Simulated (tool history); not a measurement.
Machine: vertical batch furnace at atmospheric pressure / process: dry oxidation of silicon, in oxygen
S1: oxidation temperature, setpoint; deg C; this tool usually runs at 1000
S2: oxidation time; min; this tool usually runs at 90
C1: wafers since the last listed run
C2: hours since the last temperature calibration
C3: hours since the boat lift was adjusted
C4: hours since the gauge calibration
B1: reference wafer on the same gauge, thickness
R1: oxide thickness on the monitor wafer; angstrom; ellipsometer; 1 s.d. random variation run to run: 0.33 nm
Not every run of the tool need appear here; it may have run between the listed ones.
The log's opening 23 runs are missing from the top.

Run 24, hour 1162.2: usual settings but S2 73.5 min; C1 756; C2 183.6; C3 1773.7; C4 141.1; B1 71.6. Result: R1 567 angstrom.
Run 25, hour 1203.3: usual settings but S1 1013 deg C, S2 103 min; C1 654; C2 224.7; C3 1814.8; C4 182.2; B1 71.55. Result: R1 779.8 angstrom.
Run 26, hour 1255: usual settings but S1 985 deg C; C1 823; C2 276.4; C3 1866.5; C4 233.9; B1 71.47. Result: R1 572.4 angstrom.
Run 27, hour 1385.9: usual settings but S1 1018 deg C; C1 2085; C2 407.3; C3 1997.4; C4 364.8; B1 71.5. Result: R1 755.8 angstrom.
At hour 1462: boat lift adjusted.
Run 28, hour 1462.5: usual settings; C1 838; C2 483.9; C3 0.5; C4 441.4; B1 71.61. Result: R1 655.1 angstrom.
Run 29, hour 1520.2: usual settings but S1 1017 deg C, S2 124 min; C1 919; C2 541.6; C3 58.2; C4 499.1; B1 71.56. Result: R1 925.4 angstrom.
Run 30, hour 1574.8: usual settings but S2 75.5 min; C1 869; C2 596.2; C3 112.8; C4 553.7; B1 71.65. Result: R1 586.1 angstrom.
Run 31, hour 1610.9: usual settings; C1 575; C2 632.3; C3 148.9; C4 589.8; B1 71.44. Result: R1 649.6 angstrom.
Run 32, hour 1752.3: usual settings but S2 134 min; C1 2252; C2 773.7; C3 290.3; C4 731.2; B1 71.6. Result: R1 835.8 angstrom.
Run 33, hour 1805.1: usual settings but S2 70 min; C1 841; C2 826.5; C3 343.1; C4 784; B1 71.44. Result: R1 573.3 angstrom.
Run 34, hour 1850.2: usual settings but S1 1015 deg C, S2 112.5 min; C1 718; C2 871.6; C3 388.2; C4 829.1; B1 71.52. Result: R1 855.9 angstrom.
Run 35, hour 1913.2: usual settings but S1 978 deg C, S2 61.5 min; C1 1003; C2 934.6; C3 451.2; C4 892.1; B1 71.47. Result: R1 450.6 angstrom.
Run 36, hour 1965.6: usual settings; C1 834; C2 987; C3 503.6; C4 944.5; B1 71.49. Result: R1 660.5 angstrom.
Run 37, hour 2022.3: usual settings but S1 981 deg C, S2 133.5 min; C1 903; C2 1043.7; C3 560.3; C4 1001.2; B1 71.48. Result: R1 727.4 angstrom.
Run 38, hour 2076.9: usual settings; C1 869; C2 1098.3; C3 614.9; C4 1055.8; B1 71.58. Result: R1 660.9 angstrom.
Run 39, hour 2141.2: usual settings but S1 1019 deg C; C1 1024; C2 1162.6; C3 679.2; C4 1120.1; B1 71.63. Result: R1 769.2 angstrom.

Branching from run 39: 4 alternative next runs. What would each branch give?
Run A, hour 2145.9: usual settings but S2 131.5 min; C1 74; C2 1167.3; C3 683.9; C4 1124.8; B1 ?. Result: R1 ?.
Run B, hour 2145.9: usual settings but S1 1007 deg C, S2 103 min; C1 74; C2 1167.3; C3 683.9; C4 1124.8; B1 ?. Result: R1 ?.
Run C, hour 2145.9: usual settings but S1 978 deg C, S2 126 min; C1 74; C2 1167.3; C3 683.9; C4 1124.8; B1 ?. Result: R1 ?.
Run D, hour 2145.9: usual settings but S1 1017 deg C, S2 67.5 min; C1 74; C2 1167.3; C3 683.9; C4 1124.8; B1 ?. Result: R1 ?.

run     B1     R1
  A  71.55  834.7
  B  71.55  760.3
  C  71.55  683.2
  D  71.55  640.7
Had the tool no hidden state, the same runs would have come out as:
run     R1
  A  805.4
  B  733.6
  C  664.5
  D  619.1

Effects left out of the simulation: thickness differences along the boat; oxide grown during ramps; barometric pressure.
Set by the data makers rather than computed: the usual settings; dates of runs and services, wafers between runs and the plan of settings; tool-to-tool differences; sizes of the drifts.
